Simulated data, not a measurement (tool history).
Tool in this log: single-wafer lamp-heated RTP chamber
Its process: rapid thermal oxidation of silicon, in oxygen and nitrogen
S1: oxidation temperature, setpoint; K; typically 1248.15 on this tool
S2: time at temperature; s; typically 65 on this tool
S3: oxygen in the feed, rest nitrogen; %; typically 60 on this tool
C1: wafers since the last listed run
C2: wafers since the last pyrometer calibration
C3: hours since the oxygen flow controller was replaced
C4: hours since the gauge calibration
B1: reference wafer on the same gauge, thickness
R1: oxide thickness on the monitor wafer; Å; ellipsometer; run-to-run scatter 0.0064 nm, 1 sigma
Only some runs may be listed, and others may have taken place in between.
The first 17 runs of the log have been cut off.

run	hour	S1	S2	S3	C1	C2	C3	C4	B1	R1
18	231.0	1229.15	93	60	185	7361	5158.0	207.5	3.930	43.94
19	240.6	1228.15	96	60	107	7468	5167.6	217.1	3.927	44.24
# hour 254.7: pyrometer window cleaned and pyrometer calibrated
20	256.0	1271.15	77	46	82	14	5183.0	232.5	3.928	49.22
21	268.9	1248.15	65	37	143	158	5195.9	245.4	3.930	36.80
22	282.7	1248.15	65	60	153	311	5209.7	259.2	3.929	42.58
23	291.2	1248.15	65	88	94	406	5218.2	267.7	3.929	48.40
24	298.3	1248.15	65	60	79	485	5225.3	274.8	3.929	42.57
25	305.6	1248.15	89	81	81	567	5232.6	282.1	3.930	53.71
26	320.2	1248.15	65	60	162	729	5247.2	296.7	3.930	42.67

Run 27, settings as shown, results not yet in. Your forecast:
# hour 343.1: oxygen flow controller replaced
27	343.6	1265.15	41	60	171	901	0.5	320.1	?	?

B1: 3.928
R1: 39.78 Å
Minus the tool's unlogged condition, the same run would have read R1 39.73 Å.

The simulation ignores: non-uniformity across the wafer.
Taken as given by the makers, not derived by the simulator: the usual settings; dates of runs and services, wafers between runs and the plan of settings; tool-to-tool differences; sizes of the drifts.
